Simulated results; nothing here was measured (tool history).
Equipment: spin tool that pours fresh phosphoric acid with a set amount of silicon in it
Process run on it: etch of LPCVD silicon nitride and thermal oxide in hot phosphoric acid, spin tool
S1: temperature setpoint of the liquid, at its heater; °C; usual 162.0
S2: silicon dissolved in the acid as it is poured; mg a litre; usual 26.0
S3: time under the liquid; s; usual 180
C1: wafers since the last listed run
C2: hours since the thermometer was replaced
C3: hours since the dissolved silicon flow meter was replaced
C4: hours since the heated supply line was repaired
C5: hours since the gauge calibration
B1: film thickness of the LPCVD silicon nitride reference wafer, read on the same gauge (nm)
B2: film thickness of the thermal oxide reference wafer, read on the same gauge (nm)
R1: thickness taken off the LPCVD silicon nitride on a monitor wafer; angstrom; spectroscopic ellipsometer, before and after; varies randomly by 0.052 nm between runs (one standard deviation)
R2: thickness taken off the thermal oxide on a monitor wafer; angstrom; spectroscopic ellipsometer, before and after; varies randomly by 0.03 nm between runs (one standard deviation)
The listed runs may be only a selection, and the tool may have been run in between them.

| run | day | S1 | S2 | S3 | C1 | C2 | C3 | C4 | C5 | B1 | B2 | R1 | R2 |
|---|---|---|---|---|---|---|---|---|---|---|---|---|---|
| 1 | 0.000 | 162.0 | 26.0 | 180 | 0 | 657.9 | 687.6 | 2438.4 | 1488.9 | 120.02 | 139.989 | 152.3 | 3.04 |
|  | 0.938 | dissolved silicon flow meter replaced |
| 2 | 2.012 | 162.0 | 26.0 | 180 | 313 | 706.2 | 25.8 | 2486.7 | 1537.2 | 119.98 | 139.996 | 151.9 | 2.20 |
| 3 | 4.258 | 162.0 | 26.0 | 180 | 357 | 760.1 | 79.7 | 2540.6 | 1591.1 | 120.01 | 140.002 | 151.9 | 2.65 |
| 4 | 6.417 | 162.0 | 26.0 | 180 | 343 | 811.9 | 131.5 | 2592.4 | 1642.9 | 120.01 | 139.990 | 150.7 | 2.58 |
|  | 8.712 | thermometer replaced |
| 5 | 8.738 | 162.0 | 26.0 | 180 | 362 | 0.6 | 187.2 | 2648.1 | 1698.6 | 120.02 | 140.013 | 155.2 | 2.07 |
| 6 | 11.138 | 162.0 | 26.0 | 180 | 381 | 58.2 | 244.8 | 2705.7 | 1756.2 | 120.05 | 139.997 | 155.4 | 3.41 |
| 7 | 12.975 | 162.0 | 26.0 | 180 | 292 | 102.3 | 288.9 | 2749.8 | 1800.3 | 120.00 | 140.015 | 155.1 | 2.35 |
|  | 15.029 | gauge calibrated |
| 8 | 15.246 | 162.0 | 26.0 | 180 | 361 | 156.8 | 343.4 | 2804.3 | 5.2 | 119.99 | 139.940 | 155.0 | 2.67 |
| 9 | 18.571 | 162.0 | 26.0 | 180 | 529 | 236.6 | 423.2 | 2884.1 | 85.0 | 120.04 | 139.945 | 153.4 | 2.26 |
| 10 | 21.183 | 162.0 | 26.0 | 180 | 415 | 299.3 | 485.9 | 2946.8 | 147.7 | 120.01 | 139.947 | 153.5 | 2.76 |
| 11 | 24.225 | 161.0 | 46.5 | 180 | 484 | 372.3 | 558.9 | 3019.8 | 220.7 | 120.00 | 140.054 | 148.4 | 0.95 |
| 12 | 26.279 | 162.0 | 26.0 | 180 | 326 | 421.6 | 608.2 | 3069.1 | 270.0 | 119.98 | 140.005 | 153.1 | 2.73 |
| 13 | 30.583 | 162.0 | 26.0 | 180 | 685 | 524.9 | 711.5 | 3172.4 | 373.3 | 120.01 | 139.980 | 152.7 | 3.00 |
|  | 33.388 | dissolved silicon flow meter replaced |
| 14 | 33.754 | 162.0 | 41.5 | 180 | 498 | 601.0 | 8.8 | 3248.5 | 449.4 | 120.02 | 140.037 | 152.2 | 1.40 |
| 15 | 35.867 | 159.5 | 10.5 | 225 | 336 | 651.7 | 59.5 | 3299.2 | 500.1 | 120.01 | 140.010 | 175.2 | 3.85 |
| 16 | 39.317 | 165.0 | 42.5 | 180 | 549 | 734.5 | 142.3 | 3382.0 | 582.9 | 120.02 | 140.007 | 167.6 | 1.19 |
| 17 | 41.896 | 161.0 | 16.5 | 230 | 410 | 796.4 | 204.2 | 3443.9 | 644.8 | 120.03 | 140.047 | 186.6 | 4.62 |
|  | 43.412 | heated supply line repaired |
|  | 45.446 | thermometer replaced |
| 18 | 45.508 | 164.0 | 17.5 | 100 | 561 | 1.5 | 290.9 | 50.3 | 731.5 | 120.04 | 140.014 | 91.8 | 2.17 |
| 19 | 49.975 | 164.5 | 38.5 | 180 | 710 | 108.7 | 398.1 | 157.5 | 838.7 | 119.98 | 140.037 | 169.6 | 1.59 |
| 20 | 52.988 | 162.0 | 26.0 | 180 | 479 | 181.0 | 470.4 | 229.8 | 911.0 | 120.02 | 139.981 | 154.3 | 2.60 |
| 21 | 56.933 | 160.5 | 40.0 | 270 | 628 | 275.7 | 565.1 | 324.5 | 1005.7 | 120.04 | 139.980 | 220.9 | 1.98 |
| 22 | 58.888 | 162.0 | 26.0 | 180 | 311 | 322.6 | 612.0 | 371.4 | 1052.6 | 119.95 | 140.010 | 154.3 | 2.87 |

Hidden state or all else? Some run-to-run changes of R1, split into what the settings, what came in and random variation would give without the hidden state, and what is left for the hidden state (with any gauge scatter that isn't in both results):
Hidden state at play: liquid colder than its thermometer reads (K); dissolved silicon flow above the setpoint (%); temperature lost on the way to the wafer (K); gauge reads high (%).
Run 4 -> 5: thermometer replaced. R1 +4.5 angstrom: hidden state +3.9, all else +0.6.
Run 17 -> 18: S1 161.0 -> 164.0, S2 16.5 -> 17.5, S3 230 -> 100, heated supply line repaired, thermometer replaced. R1 -94.8 angstrom: hidden state +5.6, all else -100.4.
Run 18 -> 19: S1 164.0 -> 164.5, S2 17.5 -> 38.5, S3 100 -> 180. R1 +77.8 angstrom: hidden state -0.7, all else +78.5.

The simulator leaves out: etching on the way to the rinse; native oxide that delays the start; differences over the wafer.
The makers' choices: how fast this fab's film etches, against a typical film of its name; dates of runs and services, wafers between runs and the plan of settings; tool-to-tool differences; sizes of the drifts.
